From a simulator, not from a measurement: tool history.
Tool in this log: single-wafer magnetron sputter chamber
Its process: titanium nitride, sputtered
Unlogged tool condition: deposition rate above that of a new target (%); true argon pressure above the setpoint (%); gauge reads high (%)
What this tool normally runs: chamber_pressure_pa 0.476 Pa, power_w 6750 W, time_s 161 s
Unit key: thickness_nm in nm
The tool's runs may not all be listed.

run,day,chamber_pressure_pa,power_w,time_s,wafers since the last listed run,wafers on the sputter target,hours since the last manometer calibration,hours since the magnet pack was replaced,hours since the gauge calibration,"read-back reference wafer on the same gauge, thickness_nm",thickness_nm
1,0.000,0.580,6750,161,0,6541,815.5,6687.6,232.1,180.815,165.269
# day 0.783: sputter target and shields replaced
2,2.038,0.580,6750,161,392,288,864.4,6736.5,281.0,181.143,165.540
3,6.288,0.580,6750,161,978,1266,966.4,6838.5,383.0,180.790,164.459
4,8.746,0.476,6750,154,565,1832,1025.4,6897.5,442.0,180.930,162.872
5,11.675,0.476,6750,154,674,2506,1095.7,6967.8,512.3,180.840,160.637
6,14.900,0.476,6750,154,742,3248,1173.1,7045.2,589.7,181.282,163.624
7,17.271,0.476,7250,161,545,3794,1230.0,7102.1,646.6,181.063,179.023
8,19.088,0.476,7250,161,418,4212,1273.6,7145.7,690.2,180.712,181.266
# day 20.358: capacitance manometer re-zeroed and calibrated
9,20.625,0.579,7400,187,277,4489,6.4,7182.6,727.1,181.073,208.536
10,23.029,0.597,7200,169,553,5042,64.1,7240.3,784.8,180.780,181.940
# day 24.038: sputter target and shields replaced
11,26.533,0.354,7600,140,729,574,148.2,7324.4,868.9,180.968,169.040
# day 28.188: magnet pack replaced
12,30.162,0.476,6750,161,758,1333,235.3,47.4,956.0,180.959,169.348
# day 32.638: gauge calibrated
13,32.988,0.642,6750,161,650,1983,303.1,115.2,8.4,181.193,161.561
14,35.792,0.476,7200,179,645,2628,370.4,182.5,75.7,180.898,197.273
15,38.588,0.360,6100,161,643,3272,437.5,249.6,142.8,181.369,155.610
16,41.721,0.476,6750,172,721,3993,512.7,324.8,218.0,181.309,177.681

Across each entry between runs, compare the hidden state at the last listed run before it with the hidden state at the first listed run after it:
Run 1 -> run 2: sputter target and shields replaced (day 0.783)
  no hidden state differs between the two runs
Run 8 -> run 9: capacitance manometer re-zeroed and calibrated (day 20.358)
  no hidden state differs between the two runs
Run 10 -> run 11: sputter target and shields replaced (day 24.038)
  no hidden state differs between the two runs
Run 11 -> run 12: magnet pack replaced (day 28.188)
  no hidden state differs between the two runs
Run 12 -> run 13: gauge calibrated (day 32.638)
  no hidden state differs between the two runs
